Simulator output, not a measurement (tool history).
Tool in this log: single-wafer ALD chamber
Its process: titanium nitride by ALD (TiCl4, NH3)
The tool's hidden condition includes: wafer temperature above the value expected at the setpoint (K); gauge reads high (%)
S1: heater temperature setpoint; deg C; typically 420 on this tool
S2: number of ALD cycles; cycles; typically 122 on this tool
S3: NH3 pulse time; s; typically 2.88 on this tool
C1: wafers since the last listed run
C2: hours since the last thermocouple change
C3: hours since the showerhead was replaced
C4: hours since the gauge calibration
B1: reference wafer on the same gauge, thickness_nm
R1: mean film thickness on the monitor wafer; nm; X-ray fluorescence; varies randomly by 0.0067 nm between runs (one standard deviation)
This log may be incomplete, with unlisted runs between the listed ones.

run   hour   S1   S2    S3   C1      C2      C3     C4     B1     R1
  1      0  420  122  2.88    0  2633.3  3707.1    106  2.855  2.706
  2   17.1  420  122  2.88   39  2650.4  3724.2  123.1  2.859  2.716
  3   32.2  420  122  2.88   35  2665.5  3739.3  138.2  2.857  2.713
  4   43.2  420  122  2.41   25  2676.5  3750.3  149.2   2.86  2.717
  5   55.5  420  122  2.41   28  2688.8  3762.6  161.5  2.861  2.707
  6   64.1  420  122  2.88   20  2697.4  3771.2  170.1  2.862  2.719
  7   82.1  420  122  2.88   41  2715.4  3789.2  188.1  2.864  2.708
  8   89.1  420  110  2.88   16  2722.4  3796.2  195.1  2.864  2.455
  9   96.5  420  110  2.88   17  2729.8  3803.6  202.5  2.863  2.447
 10  113.1  420  110  2.88   38  2746.4  3820.2  219.1  2.868  2.448
     121.9  -- thermocouple changed; heater temperature recalibrated
 11  123.1  420  109  2.37    4     1.2  3830.2  229.1   2.87  2.413
     128.3  -- gauge calibrated
 12  129.2  420  113  3.77   14     7.3  3836.3    0.9  2.843  2.513
 13  174.5  420  122  2.54  105    52.6  3881.6   46.2  2.848  2.704
 14    182  420  113  3.77   17    60.1  3889.1   53.7  2.845  2.521
 15  191.2  420  122  2.56   21    69.3  3898.3   62.9   2.85  2.703
     204.5  -- showerhead replaced
 16    205  415  141  3.26   13    83.1     0.5   76.7  2.851  3.147
 17  218.2  420  111  1.91   30    96.3    13.7   89.9  2.851  2.441
 18  227.2  407  129  2.88   20   105.3    22.7   98.9  2.852  2.848
 19  237.8  405  110  3.65   24   115.9    33.3  109.5  2.856  2.469
 20  244.6  425  129  3.95   15   122.7    40.1  116.3  2.855  2.891

Run 21 is up next; what results do you expect?
 21  251.7  433  101  3.3  16  129.8  47.2  123.4   ?   ?

B1: 2.857
R1: 2.251 nm
With no hidden state in the tool, this same run would have given R1 2.238 nm.

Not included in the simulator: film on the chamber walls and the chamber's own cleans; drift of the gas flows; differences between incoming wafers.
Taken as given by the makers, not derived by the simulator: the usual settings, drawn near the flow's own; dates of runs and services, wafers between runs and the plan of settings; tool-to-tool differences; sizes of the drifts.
